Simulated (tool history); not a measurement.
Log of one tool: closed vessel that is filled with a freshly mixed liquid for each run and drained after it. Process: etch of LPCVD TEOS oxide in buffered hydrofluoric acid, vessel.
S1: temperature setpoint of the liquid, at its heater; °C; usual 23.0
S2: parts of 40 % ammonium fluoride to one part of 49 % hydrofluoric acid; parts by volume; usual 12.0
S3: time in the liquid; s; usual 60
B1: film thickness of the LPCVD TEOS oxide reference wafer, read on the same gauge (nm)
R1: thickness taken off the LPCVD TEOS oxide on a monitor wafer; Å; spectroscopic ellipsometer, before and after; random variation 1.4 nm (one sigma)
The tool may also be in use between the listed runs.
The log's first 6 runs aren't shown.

run	day	S1	S2	S3	B1	R1
7	8.588	23.0	8.5	60	39.99	2506.6
# day 8.954: gauge calibrated
8	9.571	23.0	8.5	60	40.01	2507.0
9	10.117	23.0	8.5	60	40.02	2523.4
10	11.288	19.5	12.0	60	39.99	1498.7
11	12.117	23.0	15.5	60	40.01	1440.9
12	13.162	23.0	15.5	60	40.00	1436.8
13	14.158	23.0	12.0	60	40.00	1855.6
14	15.429	23.0	12.0	60	40.00	1849.2
15	16.071	25.5	12.0	60	39.99	2134.1
16	16.996	23.0	12.0	90	39.99	2773.2
17	17.817	21.0	12.0	35	40.01	967.1
18	18.342	23.0	12.0	60	40.01	1857.1
19	19.329	25.0	12.0	60	40.01	2079.5
# day 19.417: thermometer replaced
20	20.379	23.0	15.5	30	40.00	839.1
21	21.025	21.5	13.5	80	40.00	2372.2
# day 21.258: hydrofluoric acid flow meter replaced
22	22.279	21.0	14.5	85	40.01	2131.2
23	23.062	20.0	15.0	60	39.99	1376.2
24	24.171	23.0	12.0	60	39.99	2054.1
25	25.071	23.0	7.0	60	40.00	3412.4
26	26.033	23.0	12.0	95	40.00	3237.6

The next listed run, before its measurement:
27	27.325	23.0	8.5	60	?	?

Run 27 gave B1 39.99, R1 2757.5 Å.
Without the tool's hidden state the same run would have given R1 2723.8 Å.
